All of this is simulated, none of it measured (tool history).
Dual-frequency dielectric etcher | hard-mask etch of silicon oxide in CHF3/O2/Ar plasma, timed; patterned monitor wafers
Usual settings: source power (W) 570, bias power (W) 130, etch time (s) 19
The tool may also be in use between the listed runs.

run,hour,source power (W),bias power (W),etch time (s),wafers since the last listed run,hours since the last wet clean,hours since the last source power generator calibration,hours since the last bias power generator calibration,hours since the last upper electrode change,hours since the gauge calibration,"read-back reference wafer on the same gauge, depth_nm",mean etch depth across the wafer (angstrom)
1,0,530,130,19,0,489,4187.4,4607.4,4175.5,355.1,23.58,293.8
2,10.8,530,130,19,128,499.8,4198.2,4618.2,4186.3,365.9,23.56,297.3
3,25.3,570,130,19,172,514.3,4212.7,4632.7,4200.8,380.4,23.58,307.3
4,34.6,570,130,19,110,523.6,4222,4642,4210.1,389.7,23.57,305.2
5,44.9,570,130,19,122,533.9,4232.3,4652.3,4220.4,400,23.56,307.6
6,56.7,570,130,19,140,545.7,4244.1,4664.1,4232.2,411.8,23.62,304
# hour 62.1: bias power generator calibrated
7,71.9,570,130,19,133,560.9,4259.3,9.8,4247.4,427,23.67,307.2
8,84.4,570,130,22.5,149,573.4,4271.8,22.3,4259.9,439.5,23.58,360.3
# hour 115.7: upper electrode replaced
9,116.2,570,130,22.5,92,605.2,4303.6,54.1,0.5,471.3,23.62,364.2
10,116.5,530,130,19,3,605.5,4303.9,54.4,0.8,471.6,23.58,302.5
11,117.2,570,112,19,8,606.2,4304.6,55.1,1.5,472.3,23.59,291.6
# hour 144.1: wet clean of the chamber
12,144.6,610,103,13.5,40,0.5,4332,82.5,28.9,499.7,23.62,212.6
13,145,530,142,19,4,0.9,4332.4,82.9,29.3,500.1,23.64,314.3
14,151.7,680,99,22.5,79,7.6,4339.1,89.6,36,506.8,23.58,361.5
15,168,570,130,19,194,23.9,4355.4,105.9,52.3,523.1,23.62,310
16,176.8,660,118,21,104,32.7,4364.2,114.7,61.1,531.9,23.6,347.6
17,192.2,710,160,15.5,183,48.1,4379.6,130.1,76.5,547.3,23.65,290.9
18,200.6,570,130,19,100,56.5,4388,138.5,84.9,555.7,23.59,311.2
# hour 209.8: source power generator calibrated
19,217.5,660,106,21.5,153,73.4,7.7,155.4,101.8,572.6,23.63,349.6
20,235,620,112,17.5,208,90.9,25.2,172.9,119.3,590.1,23.62,285.1
21,246,570,130,19,131,101.9,36.2,183.9,130.3,601.1,23.62,312.1
# hour 275.5: wet clean of the chamber, repeated, since the last time left the tool worse
22,276,570,130,15,71,0.5,66.2,213.9,160.3,631.1,23.63,229.9
23,276.4,570,143,21,4,0.9,66.6,214.3,160.7,631.5,23.59,332
24,279.8,570,153,19,40,4.3,70,217.7,164.1,634.9,23.62,305.1
25,288.1,570,130,16,98,12.6,78.3,226,172.4,643.2,23.52,246.5
# hour 289: gauge calibrated
26,305.5,570,101,13.5,207,30,95.7,243.4,189.8,16.5,23.58,193.3
27,317.8,570,130,19,146,42.3,108,255.7,202.1,28.8,23.59,293.1
28,331.6,510,155,19,164,56.1,121.8,269.5,215.9,42.6,23.59,299.7
29,347.9,570,155,14.5,194,72.4,138.1,285.8,232.2,58.9,23.61,238
30,398.1,620,160,13.5,598,122.6,188.3,336,282.4,109.1,23.58,228.9
31,416,570,101,13.5,213,140.5,206.2,353.9,300.3,127,23.61,196.7

Results for each run, recomputed without the tool's hidden state and with each run's random variation untouched:
The tool's hidden condition here consists of: etch rate over this chamber's usual, %; source power that arrives over what is set, %; bias power that arrives over what is set, %; gauge reads high (%).
run,mean etch depth across the wafer (angstrom)
1,284.4
2,287.6
3,297
4,294.9
5,296.9
6,293.3
7,296.1
8,347
9,350.2
10,290.9
11,280.4
12,200.4
13,296.2
14,340.6
15,291.8
16,327
17,273.4
18,292.3
19,328.2
20,267.3
21,292.5
22,230.5
23,332.8
24,305.7
25,246.9
26,193.4
27,293
28,299.4
29,237.5
30,227.8
31,195.5
